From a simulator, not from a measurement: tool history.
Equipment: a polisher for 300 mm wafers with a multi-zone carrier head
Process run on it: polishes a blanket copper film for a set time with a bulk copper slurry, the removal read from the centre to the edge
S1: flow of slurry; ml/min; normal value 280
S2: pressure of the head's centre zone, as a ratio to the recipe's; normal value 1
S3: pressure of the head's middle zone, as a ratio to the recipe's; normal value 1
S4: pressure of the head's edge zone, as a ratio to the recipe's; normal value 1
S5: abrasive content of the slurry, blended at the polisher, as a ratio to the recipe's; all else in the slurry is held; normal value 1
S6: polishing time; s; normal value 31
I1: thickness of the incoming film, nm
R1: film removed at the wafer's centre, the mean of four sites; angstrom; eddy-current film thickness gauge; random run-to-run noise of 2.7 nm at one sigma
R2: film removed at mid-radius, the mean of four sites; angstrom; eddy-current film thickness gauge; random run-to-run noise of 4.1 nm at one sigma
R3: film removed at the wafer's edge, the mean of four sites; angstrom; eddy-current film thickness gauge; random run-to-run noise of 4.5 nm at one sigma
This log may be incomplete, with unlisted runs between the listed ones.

run 1 hour=0 | S1=280 S2=1 S3=1 S4=1 S5=0.85 S6=31 | I1=4447.5 | R1=3166 R2=2994 R3=3109
run 2 hour=26.1 | S1=280 S2=1 S3=1 S4=1 S5=0.9 S6=31 | I1=4429.3 | R1=3248 R2=3030 R3=3123
run 3 hour=70.8 | S1=280 S2=1 S3=0.89 S4=1 S5=1 S6=40 | I1=4441 | R1=4264 R2=3598 R3=3906
-- hour=92.1 worn pad replaced by a new one
-- hour=96.4 centre zone pressure recalibrated
run 4 hour=132 | S1=325 S2=1.06 S3=1 S4=1 S5=1 S6=31 | I1=4440.8 | R1=3378 R2=3154 R3=3281
run 5 hour=187.6 | S1=280 S2=1 S3=1.04 S4=1 S5=1 S6=27 | I1=4414.2 | R1=2781 R2=2823 R3=2810
-- hour=230.6 slurry nozzle cleaned
run 6 hour=244.1 | S1=280 S2=0.94 S3=1.07 S4=1 S5=0.75 S6=40 | I1=4437.4 | R1=3724 R2=4001 R3=3882
-- hour=275 carrier head's membrane replaced by a new one
run 7 hour=307.1 | S1=280 S2=1 S3=1 S4=1 S5=1 S6=31 | I1=4435.3 | R1=3171 R2=3085 R3=3109
run 8 hour=373.4 | S1=280 S2=1 S3=1 S4=1 S5=1 S6=31 | I1=4431 | R1=3205 R2=3128 R3=3102
run 9 hour=444.9 | S1=280 S2=0.91 S3=1 S4=0.91 S5=1 S6=34 | I1=4415.1 | R1=3257 R2=3362 R3=3242
run 10 hour=484.1 | S1=345 S2=1 S3=1 S4=1 S5=1 S6=31 | I1=4404 | R1=3300 R2=3160 R3=3154
run 11 hour=513.5 | S1=280 S2=1 S3=1 S4=1 S5=1 S6=31 | I1=4409.4 | R1=3231 R2=3086 R3=3081
-- hour=517.6 worn pad replaced by a new one
run 12 hour=560.4 | S1=280 S2=1 S3=1 S4=1 S5=1 S6=31 | I1=4413.5 | R1=3412 R2=3181 R3=3184
run 13 hour=596.4 | S1=280 S2=1 S3=1 S4=1 S5=1 S6=31 | I1=4394.6 | R1=3351 R2=3126 R3=3146
-- hour=601.9 edge zone pressure recalibrated
run 14 hour=644.3 | S1=280 S2=1 S3=1 S4=1.06 S5=1 S6=31 | I1=4461.7 | R1=3367 R2=3126 R3=3241
run 15 hour=694.7 | S1=280 S2=1.05 S3=1 S4=1 S5=1 S6=31 | I1=4469.7 | R1=3422 R2=3064 R3=3126
-- hour=749.8 carrier head's membrane replaced by a new one
run 16 hour=750.3 | S1=375 S2=0.89 S3=1 S4=1 S5=1 S6=22 | I1=4406.2 | R1=2199 R2=2236 R3=2311
run 17 hour=790.2 | S1=315 S2=1 S3=1.07 S4=1 S5=1 S6=31 | I1=4448.4 | R1=3351 R2=3318 R3=3178
run 18 hour=853 | S1=280 S2=1 S3=1 S4=1 S5=0.75 S6=31 | I1=4373.4 | R1=3167 R2=2888 R3=3002
-- hour=879.1 centre zone pressure recalibrated
-- hour=895.6 worn pad replaced by a new one
run 19 hour=918.8 | S1=280 S2=1 S3=1 S4=1 S5=1 S6=31 | I1=4453.7 | R1=3227 R2=3191 R3=3292
run 20 hour=954.7 | S1=320 S2=1 S3=1 S4=0.92 S5=1 S6=31 | I1=4403 | R1=3312 R2=3174 R3=3133

Forecast each of these 5 alternatives for the next run:
run A hour=955.1 | S1=280 S2=1 S3=1 S4=1 S5=1 S6=31 | I1=4470.2 | R1=? R2=? R3=?
run B hour=955.1 | S1=280 S2=1 S3=1 S4=1 S5=1 S6=38 | I1=4470.2 | R1=? R2=? R3=?
run C hour=955.1 | S1=320 S2=1.12 S3=1.08 S4=0.91 S5=1 S6=31 | I1=4470.2 | R1=? R2=? R3=?
run D hour=955.1 | S1=280 S2=1 S3=1 S4=0.89 S5=1 S6=40 | I1=4470.2 | R1=? R2=? R3=?
run E hour=955.1 | S1=230 S2=1 S3=1 S4=0.93 S5=1 S6=31 | I1=4470.2 | R1=? R2=? R3=?

run=A R1=3237 R2=3218 R3=3173
run=B R1=3968 R2=3944 R3=3889
run=C R1=3627 R2=3482 R3=3075
run=D R1=4177 R2=4153 R3=3894
run=E R1=3149 R2=3139 R3=3017
Stripped of hidden state, with their random variation kept, the same runs would have yielded:
run=A R1=3234 R2=3295 R3=3249
run=B R1=3965 R2=4039 R3=3982
run=C R1=3624 R2=3566 R3=3149
run=D R1=4173 R2=4252 R3=3987
run=E R1=3147 R2=3215 R3=3089
